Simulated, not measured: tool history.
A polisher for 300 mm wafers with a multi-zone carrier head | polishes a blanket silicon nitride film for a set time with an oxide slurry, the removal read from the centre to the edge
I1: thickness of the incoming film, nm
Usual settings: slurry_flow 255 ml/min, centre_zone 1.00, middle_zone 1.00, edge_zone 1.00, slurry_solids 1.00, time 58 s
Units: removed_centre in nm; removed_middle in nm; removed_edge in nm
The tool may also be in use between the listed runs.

Run 1, hour 0.0: usual settings; I1 354.5. Result: removed_centre 39.5 nm, removed_middle 39.6 nm, removed_edge 40.7 nm.
At hour 28.5: worn pad replaced by a new one.
Run 2, hour 52.3: usual settings; I1 360.2. Result: removed_centre 39.3 nm, removed_middle 39.8 nm, removed_edge 40.8 nm.
Run 3, hour 78.6: usual settings; I1 362.8. Result: removed_centre 39.4 nm, removed_middle 40.7 nm, removed_edge 41.2 nm.
Run 4, hour 126.4: usual settings; I1 359.2. Result: removed_centre 38.8 nm, removed_middle 39.7 nm, removed_edge 41.3 nm.
Run 5, hour 177.8: usual settings; I1 356.2. Result: removed_centre 39.4 nm, removed_middle 40.7 nm, removed_edge 40.5 nm.
Run 6, hour 220.5: usual settings; I1 363.8. Result: removed_centre 39.4 nm, removed_middle 39.7 nm, removed_edge 40.3 nm.
At hour 239.0: worn pad replaced by a new one.
Run 7, hour 273.8: usual settings; I1 363.8. Result: removed_centre 39.3 nm, removed_middle 40.1 nm, removed_edge 41.0 nm.
Run 8, hour 339.5: usual settings but middle_zone 0.95; I1 355.5. Result: removed_centre 39.4 nm, removed_middle 37.8 nm, removed_edge 40.1 nm.
At hour 343.0: edge zone pressure recalibrated.
At hour 363.7: slurry nozzle cleaned.
Run 9, hour 406.0: usual settings but middle_zone 0.95; I1 364.3. Result: removed_centre 39.3 nm, removed_middle 37.7 nm, removed_edge 41.1 nm.
Run 10, hour 450.3: usual settings but middle_zone 0.95; I1 359.6. Result: removed_centre 38.9 nm, removed_middle 37.4 nm, removed_edge 41.4 nm.
At hour 479.6: worn pad replaced by a new one.
Run 11, hour 512.3: usual settings but slurry_flow 330 ml/min, edge_zone 1.11, slurry_solids 0.80; I1 361.0. Result: removed_centre 36.8 nm, removed_middle 36.5 nm, removed_edge 38.9 nm.
Run 12, hour 544.7: usual settings; I1 357.3. Result: removed_centre 39.4 nm, removed_middle 39.0 nm, removed_edge 41.1 nm.
Run 13, hour 592.3: usual settings; I1 361.3. Result: removed_centre 39.4 nm, removed_middle 39.8 nm, removed_edge 40.7 nm.
Run 14, hour 652.9: usual settings but slurry_flow 290 ml/min, centre_zone 0.97, slurry_solids 0.85; I1 359.0. Result: removed_centre 35.5 nm, removed_middle 36.6 nm, removed_edge 38.6 nm.
At hour 688.8: worn pad replaced by a new one.
Run 15, hour 702.1: usual settings but middle_zone 0.96, time 53 s; I1 356.3. Result: removed_centre 35.9 nm, removed_middle 35.6 nm, removed_edge 37.0 nm.
At hour 727.5: carrier head's membrane replaced by a new one.
At hour 732.2: centre zone pressure recalibrated.
Run 16, hour 768.2: usual settings but middle_zone 0.97; I1 362.1. Result: removed_centre 39.3 nm, removed_middle 38.2 nm, removed_edge 40.5 nm.
Run 17, hour 813.9: usual settings but centre_zone 0.92; I1 362.2. Result: removed_centre 36.4 nm, removed_middle 40.0 nm, removed_edge 40.8 nm.
Run 18, hour 863.8: usual settings but middle_zone 1.08; I1 362.7. Result: removed_centre 39.6 nm, removed_middle 42.9 nm, removed_edge 40.7 nm.
At hour 879.5: worn pad replaced by a new one.
Run 19, hour 934.2: usual settings but middle_zone 0.96, time 53 s; I1 359.1. Result: removed_centre 35.9 nm, removed_middle 35.0 nm, removed_edge 37.3 nm.
Run 20, hour 1000.3: usual settings but middle_zone 0.96, time 53 s; I1 358.6. Result: removed_centre 35.5 nm, removed_middle 34.7 nm, removed_edge 37.2 nm.
Run 21, hour 1051.3: usual settings but middle_zone 0.94; I1 360.0. Result: removed_centre 39.9 nm, removed_middle 37.4 nm, removed_edge 41.6 nm.

3 ways to go on from here, each from the tool as it stands after run 21. What would each give?
Run A, hour 1051.7: usual settings but time 39 s; I1 365.4. Result: removed_centre ?, removed_middle ?, removed_edge ?.
Run B, hour 1051.7: usual settings but time 67 s; I1 365.4. Result: removed_centre ?, removed_middle ?, removed_edge ?.
Run C, hour 1051.7: usual settings but slurry_flow 320 ml/min, centre_zone 0.97, edge_zone 1.07, time 74 s; I1 365.4. Result: removed_centre ?, removed_middle ?, removed_edge ?.

run  removed_centre  removed_middle  removed_edge
  A            26.5            26.2          27.3
  B            45.4            45.0          46.9
  C            49.9            50.9          54.5
Without the tool's hidden state the same runs would have given:
run  removed_centre  removed_middle  removed_edge
  A            26.5            26.2          27.3
  B            45.4            45.0          46.9
  C            49.9            50.9          54.5
